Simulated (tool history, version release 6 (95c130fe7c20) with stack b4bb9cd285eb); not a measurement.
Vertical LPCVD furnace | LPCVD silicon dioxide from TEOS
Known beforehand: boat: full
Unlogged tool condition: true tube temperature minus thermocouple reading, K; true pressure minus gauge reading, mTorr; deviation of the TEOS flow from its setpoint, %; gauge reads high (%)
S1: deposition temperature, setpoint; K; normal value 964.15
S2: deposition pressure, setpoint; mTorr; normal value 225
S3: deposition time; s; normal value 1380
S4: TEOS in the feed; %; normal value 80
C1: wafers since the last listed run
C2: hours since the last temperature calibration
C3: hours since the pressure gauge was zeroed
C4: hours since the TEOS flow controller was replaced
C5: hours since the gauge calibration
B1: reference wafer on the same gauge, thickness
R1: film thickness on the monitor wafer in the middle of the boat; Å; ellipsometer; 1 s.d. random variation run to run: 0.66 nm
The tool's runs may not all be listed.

run    hour      S1   S2    S3  S4    C1      C2      C3      C4      C5      B1      R1
  1       0  964.15  225  1380  80     0   890.6  2209.7  3074.8   412.8  143.95  1327.8
  2    97.5  964.15  225  1380  80  1933   988.1  2307.2  3172.3   510.3  144.11  1335.6
  3   137.1  964.15  225  1380  80   785  1027.7  2346.8  3211.9   549.9  144.08  1340.8
  4   423.8  964.15  225  1380  80  5685  1314.4  2633.5  3498.6   836.6  144.04    1331
  5   480.8  964.15  225  1380  80  1130  1371.4  2690.5  3555.6   893.6  143.99  1351.4
  6   784.3  964.15  225  1380  80  6018  1674.9    2994  3859.1  1197.1  144.09  1350.1
  7   884.7  964.15  225  1380  80  1991  1775.3  3094.4  3959.5  1297.5  144.11  1350.5
  8   961.8  964.15  225  1380  80  1529  1852.4  3171.5  4036.6  1374.6  144.05  1369.6
  9  1006.7  964.15  225  1380  80   890  1897.3  3216.4  4081.5  1419.5  143.82  1350.5
 10  1074.7  964.15  225  1380  80  1348  1965.3  3284.4  4149.5  1487.5  143.88  1351.8
     1120.2  -- thermocouples replaced and temperature profile calibrated
     1204.1  -- pressure gauge zeroed
 11  1261.9  964.15  225  1380  80  2760   141.7    57.8  4336.7  1674.7   144.1  1303.4
 12  1363.2  964.15  225  1380  80  2008     243   159.1    4438    1776  144.04  1305.8
     1389.3  -- gauge calibrated
 13  1465.9  964.15  225  1380  80  2036   345.7   261.8  4540.7    76.6  144.03  1320.8
 14  1511.1  964.15  225  1380  80   896   390.9     307  4585.9   121.8  144.09  1315.4
 15    1618  968.15  225  1380  89  2119   497.8   413.9  4692.8   228.7  144.08  1540.1
 16  1686.1  964.15  225  1380  80  1350   565.9     482  4760.9   296.8  143.98  1324.3
 17    1783  964.15  240  1920  80  1921   662.8   578.9  4857.8   393.7  143.87  1905.7
     1831.1  -- TEOS flow controller replaced
 18  1858.3  956.15  200  1380  89  1017   738.1   654.2    27.2     469  143.95  1096.7
 19  1907.6  975.15  225  1080  80   977   787.4   703.5    76.5   518.3  143.93    1342
 20  1986.5  964.15  225  1380  80  1564   866.3   782.4   155.4   597.2  144.12  1337.2
 21  2029.6  972.15  225  1380  80   854   909.4   825.5   198.5   640.3  143.91  1614.9
 22  2127.2  964.15  225  1380  90  1935    1007   923.1   296.1   737.9  143.77  1423.7
 23  2186.5  964.15  240  1740  80  1176  1066.3   982.4   355.4   797.2  144.14  1746.2
 24  2224.8  958.15  275  1050  73   759  1104.6  1020.7   393.7   835.5  144.02   935.5
 25  2274.6  957.15  225   990  71   987  1154.4  1070.5   443.5   885.3  143.99   767.6
 26  2315.3  969.15  225  1380  66   807  1195.1  1111.2   484.2     926  144.08  1366.3

Difference, measured minus no-hidden-state, one row per run. Run-to-run variation is common to both terms; the gauge's own scatter need not be:
run     R1
  1  +58.6
  2  +61.9
  3  +63.3
  4  +69.4
  5  +71.5
  6  +75.8
  7    +77
  8  +78.8
  9  +78.2
 10  +78.8
 11  +20.1
 12  +28.4
 13  +36.1
 14  +38.9
 15  +52.4
 16    +49
 17  +77.1
 18  +47.7
 19    +58
 20    +62
 21  +75.3
 22  +70.6
 23  +88.7
 24  +48.8
 25  +40.8
 26  +71.8
